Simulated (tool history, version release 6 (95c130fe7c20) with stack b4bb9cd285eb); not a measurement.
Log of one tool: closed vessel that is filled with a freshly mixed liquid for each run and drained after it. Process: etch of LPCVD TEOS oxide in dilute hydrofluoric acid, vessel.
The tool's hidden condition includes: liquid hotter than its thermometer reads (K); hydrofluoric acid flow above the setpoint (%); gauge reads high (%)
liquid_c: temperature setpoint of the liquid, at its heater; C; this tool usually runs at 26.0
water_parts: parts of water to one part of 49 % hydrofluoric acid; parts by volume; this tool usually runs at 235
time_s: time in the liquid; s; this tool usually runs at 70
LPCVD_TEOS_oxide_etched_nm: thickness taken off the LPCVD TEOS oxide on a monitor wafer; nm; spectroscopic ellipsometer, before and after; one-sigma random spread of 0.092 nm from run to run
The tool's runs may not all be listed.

run,day,liquid_c,water_parts,time_s,wafers since the last listed run,hours since the thermometer was replaced,hours since the hydrofluoric acid flow meter was replaced,hours since the gauge calibration,"read-back film thickness of the LPCVD TEOS oxide reference wafer, read on the same gauge (nm)",LPCVD_TEOS_oxide_etched_nm
1,0.000,26.0,235,70,0,730.5,123.7,1401.1,139.99,16.57
2,2.321,26.0,235,70,4730,786.2,179.4,1456.8,140.00,16.51
3,6.712,26.0,185,70,8952,891.6,284.8,1562.2,140.00,22.37
# day 8.529: thermometer replaced
4,8.988,26.0,185,70,4552,11.0,339.4,1616.8,140.02,21.22
5,12.675,26.0,185,70,7516,99.5,427.9,1705.3,139.98,21.42
6,15.929,26.0,235,70,6633,177.6,506.0,1783.4,140.02,15.88
7,21.250,26.0,235,70,10846,305.3,633.7,1911.1,139.99,15.98
8,25.579,26.0,235,70,8824,409.2,737.6,2015.0,139.99,16.33
9,29.692,26.0,235,70,8383,507.9,836.3,2113.7,139.99,16.25
10,34.121,26.0,235,70,9028,614.2,942.6,2220.0,139.98,16.45
11,37.533,26.0,235,70,6956,696.1,1024.5,2301.9,140.00,16.60
# day 41.342: hydrofluoric acid flow meter replaced
12,41.938,26.0,235,70,8892,801.8,14.3,2407.6,140.03,16.23
13,44.467,30.0,235,70,5155,862.5,75.0,2468.3,140.00,18.65
14,47.100,23.0,235,95,5368,925.7,138.2,2531.5,140.00,19.92
# day 48.558: thermometer replaced
15,48.938,23.0,235,95,3660,9.1,182.3,2575.6,139.99,19.14
16,50.642,26.0,325,70,3473,50.0,223.2,2616.5,140.02,10.43
17,52.467,29.0,265,70,3720,93.8,267.0,2660.3,139.99,15.10
18,56.125,26.0,235,70,7457,181.6,354.8,2748.1,139.98,15.96
19,68.838,26.0,310,50,25914,486.7,659.9,3053.2,140.00,8.22
20,72.442,26.0,235,70,7347,573.2,746.4,3139.7,140.00,16.60
21,74.108,26.0,235,70,3397,613.2,786.4,3179.7,140.00,16.56
22,76.633,28.0,325,90,5147,673.8,847.0,3240.3,139.98,14.94
# day 77.300: gauge calibrated
23,78.288,26.0,340,70,3371,713.5,886.7,23.7,140.00,10.30
24,82.433,26.0,235,70,8451,813.0,986.2,123.2,140.00,16.63
# day 84.283: hydrofluoric acid flow meter replaced
25,84.658,29.0,195,90,4450,866.4,9.0,176.6,140.01,29.42
26,88.183,22.0,165,50,7185,951.0,93.6,261.2,139.99,15.75
27,92.304,30.5,165,70,8400,1049.9,192.5,360.1,140.00,30.42
# day 93.138: thermometer replaced
28,94.462,30.0,315,70,4314,31.8,244.3,411.9,139.99,12.22
29,98.946,21.0,235,80,9139,139.4,351.9,519.5,139.99,15.02
30,101.629,26.0,235,70,5469,203.8,416.3,583.9,140.00,15.75
31,106.000,28.5,160,55,8909,308.7,521.2,688.8,140.01,21.92
32,109.417,26.0,235,105,6964,390.7,603.2,770.8,140.00,24.50
33,113.683,30.0,350,70,8697,493.1,705.6,873.2,140.01,11.17

Same runs, no hidden state in the tool, same run-to-run variation:
run,LPCVD_TEOS_oxide_etched_nm
1,15.67
2,15.54
3,20.86
4,20.92
5,20.97
6,15.45
7,15.39
8,15.60
9,15.39
10,15.45
11,15.49
12,15.49
13,17.75
14,18.79
15,18.82
16,10.22
17,14.75
18,15.48
19,7.79
20,15.60
21,15.52
22,13.96
23,9.59
24,15.34
25,27.91
26,14.75
27,28.43
28,12.09
29,14.73
30,15.38
31,21.22
32,23.56
33,10.67
